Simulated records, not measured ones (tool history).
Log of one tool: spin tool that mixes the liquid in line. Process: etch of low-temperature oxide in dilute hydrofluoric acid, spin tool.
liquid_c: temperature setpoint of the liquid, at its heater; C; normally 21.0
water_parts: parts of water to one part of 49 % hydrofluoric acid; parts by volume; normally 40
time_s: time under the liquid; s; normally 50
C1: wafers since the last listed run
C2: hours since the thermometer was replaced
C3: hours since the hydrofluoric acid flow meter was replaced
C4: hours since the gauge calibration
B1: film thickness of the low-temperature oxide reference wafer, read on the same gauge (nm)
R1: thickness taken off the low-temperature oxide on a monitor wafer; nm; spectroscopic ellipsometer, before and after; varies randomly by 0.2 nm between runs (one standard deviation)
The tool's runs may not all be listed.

Run 1, hour 0.0: usual settings but time_s 75 s; C1 0; C2 2275.0; C3 623.6; C4 19.6; B1 50.00. Result: R1 54.81 nm.
Run 2, hour 15.7: usual settings but time_s 75 s; C1 179; C2 2290.7; C3 639.3; C4 35.3; B1 50.01. Result: R1 54.53 nm.
Run 3, hour 33.7: usual settings; C1 206; C2 2308.7; C3 657.3; C4 53.3; B1 50.00. Result: R1 36.18 nm.
Run 4, hour 58.6: usual settings; C1 285; C2 2333.6; C3 682.2; C4 78.2; B1 49.99. Result: R1 36.48 nm.
Run 5, hour 85.6: usual settings; C1 309; C2 2360.6; C3 709.2; C4 105.2; B1 49.99. Result: R1 36.07 nm.
Run 6, hour 108.5: usual settings; C1 262; C2 2383.5; C3 732.1; C4 128.1; B1 50.01. Result: R1 36.21 nm.
Run 7, hour 132.0: usual settings; C1 269; C2 2407.0; C3 755.6; C4 151.6; B1 49.98. Result: R1 36.23 nm.
At hour 143.5: hydrofluoric acid flow meter replaced.
Run 8, hour 151.8: usual settings; C1 215; C2 2426.8; C3 8.3; C4 171.4; B1 49.99. Result: R1 35.96 nm.
Run 9, hour 181.2: usual settings; C1 337; C2 2456.2; C3 37.7; C4 200.8; B1 49.99. Result: R1 36.35 nm.
Run 10, hour 198.3: usual settings but liquid_c 19.5 C, water_parts 55 parts by volume, time_s 40 s; C1 196; C2 2473.3; C3 54.8; C4 217.9; B1 49.99. Result: R1 19.63 nm.
At hour 214.2: thermometer replaced.
Run 11, hour 230.0: usual settings; C1 351; C2 15.8; C3 86.5; C4 249.6; B1 49.98. Result: R1 36.10 nm.
Run 12, hour 257.7: usual settings but liquid_c 17.0 C, water_parts 50 parts by volume; C1 317; C2 43.5; C3 114.2; C4 277.3; B1 50.00. Result: R1 24.00 nm.
Run 13, hour 285.5: usual settings but liquid_c 25.5 C, water_parts 60 parts by volume, time_s 25 s; C1 318; C2 71.3; C3 142.0; C4 305.1; B1 49.99. Result: R1 14.14 nm.
Run 14, hour 319.0: usual settings but water_parts 55 parts by volume; C1 384; C2 104.8; C3 175.5; C4 338.6; B1 49.99. Result: R1 25.76 nm.
At hour 340.3: gauge calibrated.
Run 15, hour 349.0: usual settings but liquid_c 22.5 C, water_parts 25 parts by volume, time_s 40 s; C1 343; C2 134.8; C3 205.5; C4 8.7; B1 50.01. Result: R1 50.12 nm.
Run 16, hour 378.4: usual settings; C1 337; C2 164.2; C3 234.9; C4 38.1; B1 49.99. Result: R1 35.91 nm.
Run 17, hour 409.1: usual settings but water_parts 20 parts by volume, time_s 75 s; C1 351; C2 194.9; C3 265.6; C4 68.8; B1 49.99. Result: R1 111.53 nm.
Run 18, hour 432.6: usual settings but water_parts 20 parts by volume, time_s 75 s; C1 269; C2 218.4; C3 289.1; C4 92.3; B1 50.01. Result: R1 110.78 nm.
Run 19, hour 457.0: usual settings but water_parts 55 parts by volume, time_s 75 s; C1 279; C2 242.8; C3 313.5; C4 116.7; B1 50.00. Result: R1 38.27 nm.

For each run, what was the tool's unlogged condition?
liquid hotter than its thermometer reads (K): 0 on each run
hydrofluoric acid flow above the setpoint (%): 0 on each run
gauge reads high (%): 0 on each run
